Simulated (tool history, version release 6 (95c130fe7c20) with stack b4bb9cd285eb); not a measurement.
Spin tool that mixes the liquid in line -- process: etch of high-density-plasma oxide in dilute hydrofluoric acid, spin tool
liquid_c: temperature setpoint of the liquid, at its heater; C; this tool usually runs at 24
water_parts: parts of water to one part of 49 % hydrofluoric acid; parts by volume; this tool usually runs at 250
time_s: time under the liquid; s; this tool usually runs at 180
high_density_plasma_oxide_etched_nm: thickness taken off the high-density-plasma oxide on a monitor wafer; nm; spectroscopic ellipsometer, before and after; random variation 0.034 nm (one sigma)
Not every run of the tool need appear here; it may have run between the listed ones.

run    hour  liquid_c  water_parts  time_s  wafers since the last listed run  hours since the thermometer was replaced  hours since the hydrofluoric acid flow meter was replaced  hours since the gauge calibration  read-back film thickness of the high-density-plasma oxide reference wafer, read on the same gauge (nm)  high_density_plasma_oxide_etched_nm
  1       0        24          250     180                                 0                                     966.7                                                     1771.5                              514.2                                                                                                 120.012                                2.933
  2      64        24          250     180                               326                                    1030.7                                                     1835.5                              578.2                                                                                                 120.012                                2.858
  3   166.2        24          250     180                               521                                    1132.9                                                     1937.7                              680.4                                                                                                 119.976                                2.848
  4   208.4        24          250     180                               215                                    1175.1                                                     1979.9                              722.6                                                                                                 119.975                                2.839
  5   235.8        24          350     145                               139                                    1202.5                                                     2007.3                                750                                                                                                 120.006                                1.504
  6   284.3        24          250     180                               247                                      1251                                                     2055.8                              798.5                                                                                                     120                                2.863
  7   322.9        24          250     180                               197                                    1289.6                                                     2094.4                              837.1                                                                                                 120.023                                 2.79
  8   353.6        24          250     180                               156                                    1320.3                                                     2125.1                              867.8                                                                                                 119.996                                2.814
  9   383.6        24          250     180                               153                                    1350.3                                                     2155.1                              897.8                                                                                                 119.979                                2.779
      429.3  -- hydrofluoric acid flow meter replaced
 10   452.5        24          250     180                               346                                    1419.2                                                       23.2                              966.7                                                                                                  119.99                                2.845
 11   491.6        24          250     180                               199                                    1458.3                                                       62.3                             1005.8                                                                                                 119.999                                2.808
 12   550.8        24          315     235                               302                                    1517.5                                                      121.5                               1065                                                                                                 119.993                                2.717
 13   593.2        24          315     235                               216                                    1559.9                                                      163.9                             1107.4                                                                                                 119.987                                2.763
      626.9  -- thermometer replaced
 14   645.9        24          315     235                               263                                        19                                                      216.6                             1160.1                                                                                                 120.009                                2.934
 15   716.7      25.5          250     125                               361                                      89.8                                                      287.4                             1230.9                                                                                                 120.017                                2.199
 16   784.9      21.5          320     180                               348                                       158                                                      355.6                             1299.1                                                                                                     120                                1.979
 17   846.6        24          250     180                               315                                     219.7                                                      417.3                             1360.8                                                                                                 120.011                                2.989
      869.3  -- gauge calibrated
 18   912.7        26          250     125                               337                                     285.8                                                      483.4                               43.4                                                                                                 119.995                                2.174
 19   946.3        24          250     180                               171                                     319.4                                                        517                                 77                                                                                                 120.004                                2.991
 20  1001.6      27.5          130     180                               282                                     374.7                                                      572.3                              132.3                                                                                                 119.995                                7.362
 21  1049.4      21.5          305     180                               244                                     422.5                                                      620.1                              180.1                                                                                                 119.989                                2.092
 22  1100.8        26          145     245                               262                                     473.9                                                      671.5                              231.5                                                                                                 120.013                                 8.25
 23  1137.2      22.5          250      95                               185                                     510.3                                                      707.9                              267.9                                                                                                 119.988                                1.456
 24  1206.4        24          250     180                               353                                     579.5                                                      777.1                              337.1                                                                                                 119.997                                 2.94
 25    1275      27.5          315     290                               350                                     648.1                                                      845.7                              405.7                                                                                                 119.976                                3.863
 26  1323.9        27          160     180                               249                                       697                                                      894.6                              454.6                                                                                                 119.984                                5.509
 27  1373.3        24          130     105                               252                                     746.4                                                        944                                504                                                                                                 120.013                                3.665
 28    1431      25.5          250     125                               294                                     804.1                                                     1001.7                              561.7                                                                                                 120.003                                2.163
 29  1462.7      27.5          250     235                               161                                     835.8                                                     1033.4                              593.4                                                                                                 119.989                                4.265
 30  1521.1      28.5          360     240                               298                                     894.2                                                     1091.8                              651.8                                                                                                 119.997                                2.767
 31  1572.3        21          300     265                               261                                     945.4                                                       1143                                703                                                                                                 119.984                                2.989

Results per run with the tool's hidden condition removed, run-to-run variation unchanged:
What the log doesn't record here: liquid colder than its thermometer reads (K); hydrofluoric acid flow below the setpoint (%); gauge reads high (%).
run  high_density_plasma_oxide_etched_nm
  1                                 3.11
  2                                3.041
  3                                3.049
  4                                3.045
  5                                 1.61
  6                                3.085
  7                                3.013
  8                                3.045
  9                                3.011
 10                                3.095
 11                                3.061
 12                                2.962
 13                                 3.02
 14                                2.986
 15                                2.247
 16                                 2.03
 17                                3.078
 18                                2.246
 19                                3.097
 20                                7.662
 21                                2.179
 22                                8.637
 23                                1.526
 24                                 3.09
 25                                4.058
 26                                5.837
 27                                3.907
 28                                2.299
 29                                4.535
 30                                2.937
 31                                3.209

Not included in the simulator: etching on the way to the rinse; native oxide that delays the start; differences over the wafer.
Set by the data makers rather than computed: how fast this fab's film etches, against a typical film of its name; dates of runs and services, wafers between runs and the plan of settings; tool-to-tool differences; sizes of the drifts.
